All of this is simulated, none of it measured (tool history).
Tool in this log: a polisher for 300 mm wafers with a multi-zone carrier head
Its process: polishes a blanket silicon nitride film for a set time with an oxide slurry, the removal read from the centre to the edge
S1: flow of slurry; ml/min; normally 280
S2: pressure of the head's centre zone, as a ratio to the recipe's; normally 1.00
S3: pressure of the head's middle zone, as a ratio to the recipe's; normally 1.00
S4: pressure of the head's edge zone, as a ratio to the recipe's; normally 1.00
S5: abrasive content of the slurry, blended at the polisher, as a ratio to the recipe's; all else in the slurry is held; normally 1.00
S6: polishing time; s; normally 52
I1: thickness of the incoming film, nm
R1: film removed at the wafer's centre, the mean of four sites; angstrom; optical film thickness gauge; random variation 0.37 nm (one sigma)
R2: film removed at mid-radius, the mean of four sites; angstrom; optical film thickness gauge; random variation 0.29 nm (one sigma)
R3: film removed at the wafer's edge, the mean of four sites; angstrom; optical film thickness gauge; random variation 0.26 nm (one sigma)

run	hour	S1	S2	S3	S4	S5	S6	I1	R1	R2	R3
1	0.0	330	1.00	1.00	0.93	1.00	41	418.9	262	262	245
2	19.3	320	1.00	1.10	0.88	1.00	52	415.8	327	363	303
3	40.6	280	1.00	0.92	1.00	1.00	52	417.1	314	300	315
4	117.6	205	0.94	1.00	1.00	1.00	41	418.7	225	242	235
5	145.2	280	1.00	0.89	1.00	0.80	66	425.0	344	319	342
6	170.7	280	1.00	1.11	1.00	1.00	52	419.2	305	345	306
7	182.9	280	0.90	1.00	1.07	1.15	64	415.7	363	409	414
# hour 222.0: slurry nozzle cleaned
8	227.9	280	1.00	1.00	1.00	1.00	52	423.0	305	310	303
9	244.2	280	0.92	1.00	1.00	1.00	52	420.8	284	313	304
10	266.2	280	1.00	1.00	1.00	1.00	58	418.3	341	348	341
# hour 274.0: worn pad replaced by a new one
11	288.0	280	0.95	1.00	1.10	1.00	52	419.6	313	329	342
12	368.9	280	1.05	1.00	0.97	1.00	52	419.2	329	319	312
# hour 380.3: centre zone pressure recalibrated
13	399.7	280	1.12	1.00	0.93	1.00	52	421.2	339	314	299

Run 14 has not been measured yet. What should we expect?
14	427.2	280	1.00	1.00	1.00	1.00	52	419.6	?	?	?

{"run 14": {"R1": 304, "R2": 313, "R3": 311}}
The same run, on a tool lacking any hidden state, would have yielded R1 331 angstrom, R2 341 angstrom, R3 338 angstrom.

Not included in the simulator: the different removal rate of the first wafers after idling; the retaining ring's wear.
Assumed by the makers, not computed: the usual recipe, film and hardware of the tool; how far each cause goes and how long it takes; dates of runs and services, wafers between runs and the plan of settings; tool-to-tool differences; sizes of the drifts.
